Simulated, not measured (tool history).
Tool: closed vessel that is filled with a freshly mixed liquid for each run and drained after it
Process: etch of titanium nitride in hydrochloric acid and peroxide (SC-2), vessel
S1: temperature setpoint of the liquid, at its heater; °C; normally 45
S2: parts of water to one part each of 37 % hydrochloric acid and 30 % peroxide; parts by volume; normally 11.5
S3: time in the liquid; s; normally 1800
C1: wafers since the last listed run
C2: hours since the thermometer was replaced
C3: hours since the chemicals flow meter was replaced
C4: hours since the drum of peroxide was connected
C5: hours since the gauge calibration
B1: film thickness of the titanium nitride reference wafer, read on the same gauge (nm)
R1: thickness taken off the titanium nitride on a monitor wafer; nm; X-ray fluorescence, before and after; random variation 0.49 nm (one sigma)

run	hour	S1	S2	S3	C1	C2	C3	C4	C5	B1	R1
1	0	45	11.5	1800	0	1804.5	2194.7	7.8	596.2	100.02	64.59
2	34.8	45	9.5	1800	917	1839.3	2229.5	42.6	631	100	76.44
3	65	45	9.5	1800	795	1869.5	2259.7	72.8	661.2	100.01	76.57
4	136.8	45	9.5	1800	1892	1941.3	2331.5	144.6	733	99.96	77.23
5	184.4	51.5	11.5	1800	1254	1988.9	2379.1	192.2	780.6	100.01	101.01
6	250.3	45	11.5	990	1736	2054.8	2445	258.1	846.5	99.99	36.18
7	305.1	45	11.5	990	1444	2109.6	2499.8	312.9	901.3	100	36.41
# hour 338.7: new drum of peroxide connected
8	359.7	45	11.5	1800	1412	2164.2	2554.4	21	955.9	99.99	67.38
# hour 393.7: chemicals flow meter replaced
9	428.9	45	11.5	1800	1797	2233.4	35.2	90.2	1025.1	99.99	66.38
10	455.1	45	11.5	1800	690	2259.6	61.4	116.4	1051.3	100	66.98
# hour 480.3: gauge calibrated
11	501.4	48	11.5	1800	1220	2305.9	107.7	162.7	21.1	100	81.8
12	526.2	42	7.5	920	653	2330.7	132.5	187.5	45.9	99.99	39.4
13	555.4	51	14	2210	769	2359.9	161.7	216.7	75.1	100.01	103.89
14	620.4	53	10	870	1712	2424.9	226.7	281.7	140.1	100.02	63.32
15	647.4	45	11.5	1800	711	2451.9	253.7	308.7	167.1	100.03	66.97
# hour 662.4: new drum of peroxide connected
16	716.5	53	11.5	2430	1794	2521	322.8	54.1	236.2	100	156.06
# hour 775.9: thermometer replaced
17	817.8	39	11.5	1800	2643	41.9	424.1	155.4	337.5	100.01	38.45
18	856.6	54.5	9.5	2220	1022	80.7	462.9	194.2	376.3	99.99	157.59
19	910.5	45	11.5	1800	1420	134.6	516.8	248.1	430.2	100	58.88
20	959	35.5	17	1320	1278	183.1	565.3	296.6	478.7	100	15.51
# hour 1004.8: new drum of peroxide connected
21	1005.3	35.5	8.5	1120	1193	229.4	611.6	0.5	525	100.03	24.18
22	1049.1	45	11.5	2750	1154	273.2	655.4	44.3	568.8	99.99	91.75

Here are 5 independent what-if runs from the current tool condition. What would each one return?
A	1050.2	45	11.5	1800	28	274.3	656.5	45.4	569.9	?	?
B	1050.2	50	16.5	1300	28	274.3	656.5	45.4	569.9	?	?
C	1050.2	53	6	730	28	274.3	656.5	45.4	569.9	?	?
D	1050.2	52	14.5	1800	28	274.3	656.5	45.4	569.9	?	?
E	1050.2	53	7	2260	28	274.3	656.5	45.4	569.9	?	?

run	B1	R1
A	100.01	57.94
B	100.01	42.79
C	100.01	67.69
D	100.01	75.8
E	100.01	186.29
What these runs would have given with no unlogged condition in the tool:
run	R1
A	55.71
B	41.19
C	65.22
D	73.02
E	179.48

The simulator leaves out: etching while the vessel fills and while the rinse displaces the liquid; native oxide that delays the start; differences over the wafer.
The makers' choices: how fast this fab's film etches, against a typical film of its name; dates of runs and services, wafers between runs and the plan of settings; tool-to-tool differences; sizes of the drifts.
